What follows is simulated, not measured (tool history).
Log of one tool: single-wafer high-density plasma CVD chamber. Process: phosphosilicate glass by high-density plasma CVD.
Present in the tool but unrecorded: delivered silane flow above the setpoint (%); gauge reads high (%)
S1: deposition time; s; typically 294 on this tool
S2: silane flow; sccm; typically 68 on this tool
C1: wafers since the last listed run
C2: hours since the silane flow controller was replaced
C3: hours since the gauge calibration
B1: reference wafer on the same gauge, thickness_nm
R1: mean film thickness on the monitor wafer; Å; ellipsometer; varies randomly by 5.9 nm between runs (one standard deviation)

{"run": 1, "day": 0.0, "S1": 294, "S2": 68, "C1": 0, "C2": 2165.6, "C3": 884.1, "B1": 1959.627, "R1": 21551.32}
{"run": 2, "day": 1.771, "S1": 294, "S2": 68, "C1": 217, "C2": 2208.1, "C3": 926.6, "B1": 1957.679, "R1": 21646.81}
{"day": 2.521, "done": "gauge calibrated"}
{"run": 3, "day": 4.567, "S1": 294, "S2": 58, "C1": 342, "C2": 2275.2, "C3": 49.1, "B1": 1960.341, "R1": 18389.82}
{"run": 4, "day": 8.638, "S1": 294, "S2": 58, "C1": 499, "C2": 2372.9, "C3": 146.8, "B1": 1960.297, "R1": 18496.42}
{"run": 5, "day": 12.221, "S1": 294, "S2": 58, "C1": 439, "C2": 2458.9, "C3": 232.8, "B1": 1963.961, "R1": 18537.02}
{"run": 6, "day": 14.158, "S1": 294, "S2": 65, "C1": 237, "C2": 2505.4, "C3": 279.3, "B1": 1960.562, "R1": 20887.73}
{"run": 7, "day": 17.871, "S1": 294, "S2": 65, "C1": 455, "C2": 2594.5, "C3": 368.4, "B1": 1959.26, "R1": 20906.15}
{"run": 8, "day": 19.533, "S1": 294, "S2": 65, "C1": 203, "C2": 2634.4, "C3": 408.3, "B1": 1961.323, "R1": 20907.48}
{"run": 9, "day": 29.938, "S1": 294, "S2": 68, "C1": 1275, "C2": 2884.1, "C3": 658.0, "B1": 1961.555, "R1": 21949.29}
{"run": 10, "day": 33.425, "S1": 294, "S2": 68, "C1": 427, "C2": 2967.8, "C3": 741.7, "B1": 1958.246, "R1": 22004.53}
{"run": 11, "day": 36.067, "S1": 294, "S2": 68, "C1": 323, "C2": 3031.2, "C3": 805.1, "B1": 1958.389, "R1": 22033.33}
{"day": 37.5, "done": "silane flow controller replaced"}
{"run": 12, "day": 38.275, "S1": 294, "S2": 68, "C1": 229, "C2": 18.6, "C3": 858.1, "B1": 1958.483, "R1": 21071.66}
{"day": 39.162, "done": "gauge calibrated"}
{"run": 13, "day": 47.917, "S1": 255, "S2": 62, "C1": 1181, "C2": 250.0, "C3": 210.1, "B1": 1959.503, "R1": 16759.57}
{"run": 14, "day": 52.021, "S1": 273, "S2": 77, "C1": 503, "C2": 348.5, "C3": 308.6, "B1": 1962.594, "R1": 22205.23}
{"run": 15, "day": 55.875, "S1": 343, "S2": 60, "C1": 472, "C2": 441.0, "C3": 401.1, "B1": 1960.54, "R1": 21779.57}
{"run": 16, "day": 59.1, "S1": 294, "S2": 68, "C1": 395, "C2": 518.4, "C3": 478.5, "B1": 1958.689, "R1": 21104.14}
{"run": 17, "day": 62.504, "S1": 271, "S2": 73, "C1": 417, "C2": 600.1, "C3": 560.2, "B1": 1959.839, "R1": 20976.11}
{"run": 18, "day": 71.417, "S1": 254, "S2": 57, "C1": 1092, "C2": 814.0, "C3": 774.1, "B1": 1959.89, "R1": 15370.69}
{"run": 19, "day": 73.238, "S1": 294, "S2": 68, "C1": 223, "C2": 857.7, "C3": 817.8, "B1": 1959.668, "R1": 21143.15}

Run 20 comes next. What will it give?
{"run": 20, "day": 74.829, "S1": 251, "S2": 81, "C1": 195, "C2": 895.9, "C3": 856.0, "B1": "?", "R1": "?"}

B1: 1959.944
R1: 21560.92 Å
On a tool with no hidden condition, and with the same random variation, this run would have come out at R1 21435.68 Å.

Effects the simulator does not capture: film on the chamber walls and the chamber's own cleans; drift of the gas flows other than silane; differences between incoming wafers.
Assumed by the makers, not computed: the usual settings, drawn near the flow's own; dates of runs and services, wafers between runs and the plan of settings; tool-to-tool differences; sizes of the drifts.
